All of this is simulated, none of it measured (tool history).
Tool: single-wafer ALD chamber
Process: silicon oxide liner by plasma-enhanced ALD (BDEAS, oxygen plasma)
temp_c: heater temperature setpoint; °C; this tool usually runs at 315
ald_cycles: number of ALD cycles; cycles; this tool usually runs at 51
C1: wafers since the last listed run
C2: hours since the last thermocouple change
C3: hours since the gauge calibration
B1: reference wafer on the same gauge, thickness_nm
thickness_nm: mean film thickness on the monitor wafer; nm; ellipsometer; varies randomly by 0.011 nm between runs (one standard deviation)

{"run": 1, "hour": 0.0, "temp_c": 315, "ald_cycles": 59, "C1": 0, "C2": 1107.0, "C3": 841.9, "B1": 4.877, "thickness_nm": 5.274}
{"run": 2, "hour": 24.5, "temp_c": 315, "ald_cycles": 59, "C1": 108, "C2": 1131.5, "C3": 866.4, "B1": 4.882, "thickness_nm": 5.303}
{"run": 3, "hour": 64.4, "temp_c": 315, "ald_cycles": 51, "C1": 176, "C2": 1171.4, "C3": 906.3, "B1": 4.881, "thickness_nm": 4.582}
{"run": 4, "hour": 128.9, "temp_c": 315, "ald_cycles": 51, "C1": 285, "C2": 1235.9, "C3": 970.8, "B1": 4.885, "thickness_nm": 4.568}
{"hour": 149.1, "done": "thermocouple changed; heater temperature recalibrated"}
{"run": 5, "hour": 160.5, "temp_c": 315, "ald_cycles": 51, "C1": 104, "C2": 11.4, "C3": 1002.4, "B1": 4.878, "thickness_nm": 4.524}
{"hour": 161.4, "done": "gauge calibrated"}
{"run": 6, "hour": 199.6, "temp_c": 315, "ald_cycles": 51, "C1": 173, "C2": 50.5, "C3": 38.2, "B1": 4.881, "thickness_nm": 4.535}
{"run": 7, "hour": 258.8, "temp_c": 315, "ald_cycles": 51, "C1": 262, "C2": 109.7, "C3": 97.4, "B1": 4.88, "thickness_nm": 4.544}
{"run": 8, "hour": 327.8, "temp_c": 315, "ald_cycles": 51, "C1": 305, "C2": 178.7, "C3": 166.4, "B1": 4.884, "thickness_nm": 4.523}
{"run": 9, "hour": 389.8, "temp_c": 315, "ald_cycles": 51, "C1": 274, "C2": 240.7, "C3": 228.4, "B1": 4.882, "thickness_nm": 4.545}
{"run": 10, "hour": 432.1, "temp_c": 315, "ald_cycles": 55, "C1": 187, "C2": 283.0, "C3": 270.7, "B1": 4.88, "thickness_nm": 4.906}
{"run": 11, "hour": 460.9, "temp_c": 315, "ald_cycles": 55, "C1": 127, "C2": 311.8, "C3": 299.5, "B1": 4.879, "thickness_nm": 4.895}
{"run": 12, "hour": 501.7, "temp_c": 315, "ald_cycles": 55, "C1": 180, "C2": 352.6, "C3": 340.3, "B1": 4.876, "thickness_nm": 4.897}
{"run": 13, "hour": 532.1, "temp_c": 315, "ald_cycles": 51, "C1": 134, "C2": 383.0, "C3": 370.7, "B1": 4.883, "thickness_nm": 4.557}
{"run": 14, "hour": 603.8, "temp_c": 315, "ald_cycles": 51, "C1": 317, "C2": 454.7, "C3": 442.4, "B1": 4.88, "thickness_nm": 4.537}
{"run": 15, "hour": 662.7, "temp_c": 315, "ald_cycles": 51, "C1": 260, "C2": 513.6, "C3": 501.3, "B1": 4.879, "thickness_nm": 4.56}
{"run": 16, "hour": 696.0, "temp_c": 315, "ald_cycles": 51, "C1": 147, "C2": 546.9, "C3": 534.6, "B1": 4.88, "thickness_nm": 4.553}
{"run": 17, "hour": 751.7, "temp_c": 315, "ald_cycles": 51, "C1": 246, "C2": 602.6, "C3": 590.3, "B1": 4.875, "thickness_nm": 4.528}
{"run": 18, "hour": 809.0, "temp_c": 315, "ald_cycles": 51, "C1": 253, "C2": 659.9, "C3": 647.6, "B1": 4.884, "thickness_nm": 4.548}
{"run": 19, "hour": 861.3, "temp_c": 315, "ald_cycles": 56, "C1": 231, "C2": 712.2, "C3": 699.9, "B1": 4.879, "thickness_nm": 4.98}
{"run": 20, "hour": 932.9, "temp_c": 315, "ald_cycles": 51, "C1": 317, "C2": 783.8, "C3": 771.5, "B1": 4.88, "thickness_nm": 4.564}
{"run": 21, "hour": 1034.9, "temp_c": 315, "ald_cycles": 42, "C1": 451, "C2": 885.8, "C3": 873.5, "B1": 4.879, "thickness_nm": 3.738}
{"run": 22, "hour": 1068.9, "temp_c": 315, "ald_cycles": 51, "C1": 150, "C2": 919.8, "C3": 907.5, "B1": 4.882, "thickness_nm": 4.56}
{"run": 23, "hour": 1124.1, "temp_c": 307, "ald_cycles": 47, "C1": 244, "C2": 975.0, "C3": 962.7, "B1": 4.878, "thickness_nm": 4.251}
{"run": 24, "hour": 1179.9, "temp_c": 302, "ald_cycles": 46, "C1": 247, "C2": 1030.8, "C3": 1018.5, "B1": 4.88, "thickness_nm": 4.256}
{"hour": 1208.7, "done": "thermocouple changed; heater temperature recalibrated"}
{"run": 25, "hour": 1242.5, "temp_c": 315, "ald_cycles": 51, "C1": 241, "C2": 33.8, "C3": 1081.1, "B1": 4.881, "thickness_nm": 4.517}
{"run": 26, "hour": 1278.1, "temp_c": 315, "ald_cycles": 51, "C1": 157, "C2": 69.4, "C3": 1116.7, "B1": 4.877, "thickness_nm": 4.53}
{"run": 27, "hour": 1318.2, "temp_c": 329, "ald_cycles": 58, "C1": 177, "C2": 109.5, "C3": 1156.8, "B1": 4.88, "thickness_nm": 5.053}
{"hour": 1319.3, "done": "gauge calibrated"}
{"run": 28, "hour": 1369.3, "temp_c": 303, "ald_cycles": 51, "C1": 226, "C2": 160.6, "C3": 50.0, "B1": 4.879, "thickness_nm": 4.607}
{"run": 29, "hour": 1396.1, "temp_c": 315, "ald_cycles": 44, "C1": 118, "C2": 187.4, "C3": 76.8, "B1": 4.883, "thickness_nm": 3.896}
{"run": 30, "hour": 1421.2, "temp_c": 320, "ald_cycles": 47, "C1": 111, "C2": 212.5, "C3": 101.9, "B1": 4.881, "thickness_nm": 4.147}
{"run": 31, "hour": 1449.1, "temp_c": 315, "ald_cycles": 51, "C1": 123, "C2": 240.4, "C3": 129.8, "B1": 4.881, "thickness_nm": 4.543}
{"run": 32, "hour": 1488.9, "temp_c": 311, "ald_cycles": 46, "C1": 176, "C2": 280.2, "C3": 169.6, "B1": 4.879, "thickness_nm": 4.097}
{"run": 33, "hour": 1554.6, "temp_c": 315, "ald_cycles": 44, "C1": 291, "C2": 345.9, "C3": 235.3, "B1": 4.878, "thickness_nm": 3.9}
{"run": 34, "hour": 1680.2, "temp_c": 308, "ald_cycles": 47, "C1": 556, "C2": 471.5, "C3": 360.9, "B1": 4.88, "thickness_nm": 4.212}
{"run": 35, "hour": 1719.7, "temp_c": 315, "ald_cycles": 51, "C1": 174, "C2": 511.0, "C3": 400.4, "B1": 4.883, "thickness_nm": 4.556}
{"run": 36, "hour": 1787.5, "temp_c": 315, "ald_cycles": 51, "C1": 300, "C2": 578.8, "C3": 468.2, "B1": 4.878, "thickness_nm": 4.537}
{"run": 37, "hour": 1840.3, "temp_c": 330, "ald_cycles": 43, "C1": 233, "C2": 631.6, "C3": 521.0, "B1": 4.881, "thickness_nm": 3.758}
{"run": 38, "hour": 1884.7, "temp_c": 315, "ald_cycles": 47, "C1": 196, "C2": 676.0, "C3": 565.4, "B1": 4.879, "thickness_nm": 4.178}

Consider 5 possible next runs. They are alternatives, not a sequence: every one starts from the tool as it was left by run 38. What does each give?
{"run": "A", "hour": 1885.2, "temp_c": 315, "ald_cycles": 51, "C1": 2, "C2": 676.5, "C3": 565.9, "B1": "?", "thickness_nm": "?"}
{"run": "B", "hour": 1885.2, "temp_c": 306, "ald_cycles": 51, "C1": 2, "C2": 676.5, "C3": 565.9, "B1": "?", "thickness_nm": "?"}
{"run": "C", "hour": 1885.2, "temp_c": 304, "ald_cycles": 51, "C1": 2, "C2": 676.5, "C3": 565.9, "B1": "?", "thickness_nm": "?"}
{"run": "D", "hour": 1885.2, "temp_c": 320, "ald_cycles": 54, "C1": 2, "C2": 676.5, "C3": 565.9, "B1": "?", "thickness_nm": "?"}
{"run": "E", "hour": 1885.2, "temp_c": 301, "ald_cycles": 60, "C1": 2, "C2": 676.5, "C3": 565.9, "B1": "?", "thickness_nm": "?"}

run=A B1=4.880 thickness_nm=4.543
run=B B1=4.880 thickness_nm=4.609
run=C B1=4.880 thickness_nm=4.624
run=D B1=4.880 thickness_nm=4.771
run=E B1=4.880 thickness_nm=5.507
Had the tool no hidden state, the same runs would have come out as:
run=A thickness_nm=4.527
run=B thickness_nm=4.594
run=C thickness_nm=4.608
run=D thickness_nm=4.755
run=E thickness_nm=5.459
